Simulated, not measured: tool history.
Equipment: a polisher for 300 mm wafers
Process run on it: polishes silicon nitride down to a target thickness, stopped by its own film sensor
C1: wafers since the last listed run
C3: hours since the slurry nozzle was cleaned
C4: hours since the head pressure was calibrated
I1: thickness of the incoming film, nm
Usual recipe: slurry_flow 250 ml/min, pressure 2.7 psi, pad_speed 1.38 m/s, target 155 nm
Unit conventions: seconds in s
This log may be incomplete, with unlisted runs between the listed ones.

{"run": 1, "hour": 0.0, "slurry_flow": 185, "pressure": 2.7, "pad_speed": 1.38, "target": 155, "C1": 0, "wafers polished on this pad": 793, "C3": 149.3, "C4": 161.4, "I1": 247.3, "seconds": 73.1}
{"run": 2, "hour": 35.5, "slurry_flow": 250, "pressure": 2.7, "pad_speed": 1.38, "target": 137, "C1": 331, "wafers polished on this pad": 1124, "C3": 184.8, "C4": 196.9, "I1": 249.3, "seconds": 82.1}
{"run": 3, "hour": 63.3, "slurry_flow": 250, "pressure": 2.7, "pad_speed": 1.38, "target": 137, "C1": 259, "wafers polished on this pad": 1383, "C3": 212.6, "C4": 224.7, "I1": 251.9, "seconds": 89.1}
{"run": 4, "hour": 107.9, "slurry_flow": 250, "pressure": 2.7, "pad_speed": 1.38, "target": 137, "C1": 416, "wafers polished on this pad": 1800, "C3": 257.2, "C4": 269.3, "I1": 250.2, "seconds": 91.7}
{"hour": 114.7, "done": "slurry nozzle cleaned"}
{"hour": 133.3, "done": "worn pad replaced by a new one"}
{"run": 5, "hour": 161.2, "slurry_flow": 250, "pressure": 2.7, "pad_speed": 1.38, "target": 155, "C1": 450, "wafers polished on this pad": 260, "C3": 46.5, "C4": 322.6, "I1": 251.1, "seconds": 74.9}
{"run": 6, "hour": 187.6, "slurry_flow": 250, "pressure": 2.7, "pad_speed": 1.38, "target": 155, "C1": 246, "wafers polished on this pad": 506, "C3": 72.9, "C4": 349.0, "I1": 248.5, "seconds": 71.0}
{"run": 7, "hour": 257.5, "slurry_flow": 250, "pressure": 2.7, "pad_speed": 1.22, "target": 155, "C1": 652, "wafers polished on this pad": 1158, "C3": 142.8, "C4": 418.9, "I1": 248.3, "seconds": 79.3}
{"run": 8, "hour": 292.4, "slurry_flow": 250, "pressure": 2.7, "pad_speed": 1.22, "target": 155, "C1": 325, "wafers polished on this pad": 1484, "C3": 177.7, "C4": 453.8, "I1": 254.3, "seconds": 89.3}
{"hour": 347.8, "done": "worn pad replaced by a new one"}
{"run": 9, "hour": 348.3, "slurry_flow": 275, "pressure": 2.9, "pad_speed": 1.38, "target": 155, "C1": 484, "wafers polished on this pad": 4, "C3": 233.6, "C4": 509.7, "I1": 249.7, "seconds": 67.9}
{"hour": 368.9, "done": "slurry nozzle cleaned"}
{"run": 10, "hour": 465.2, "slurry_flow": 250, "pressure": 2.7, "pad_speed": 1.38, "target": 155, "C1": 1081, "wafers polished on this pad": 1085, "C3": 96.3, "C4": 626.6, "I1": 253.6, "seconds": 79.5}
{"hour": 488.7, "done": "head pressure recalibrated"}
{"run": 11, "hour": 517.0, "slurry_flow": 250, "pressure": 2.7, "pad_speed": 1.38, "target": 155, "C1": 464, "wafers polished on this pad": 1550, "C3": 148.1, "C4": 28.3, "I1": 248.0, "seconds": 71.3}
{"run": 12, "hour": 587.9, "slurry_flow": 250, "pressure": 2.7, "pad_speed": 1.38, "target": 155, "C1": 661, "wafers polished on this pad": 2212, "C3": 219.0, "C4": 99.2, "I1": 253.3, "seconds": 82.8}

For run 13, what comes out?
{"hour": 592.9, "done": "worn pad replaced by a new one"}
{"run": 13, "hour": 635.5, "slurry_flow": 250, "pressure": 2.7, "pad_speed": 1.38, "target": 137, "C1": 406, "wafers polished on this pad": 397, "C3": 266.6, "C4": 146.8, "I1": 248.2, "seconds": "?"}

{"run 13": {"seconds": 83.9}}
If the tool had no hidden condition, the same run with the same run-to-run variation would have returned seconds 79.6 s.
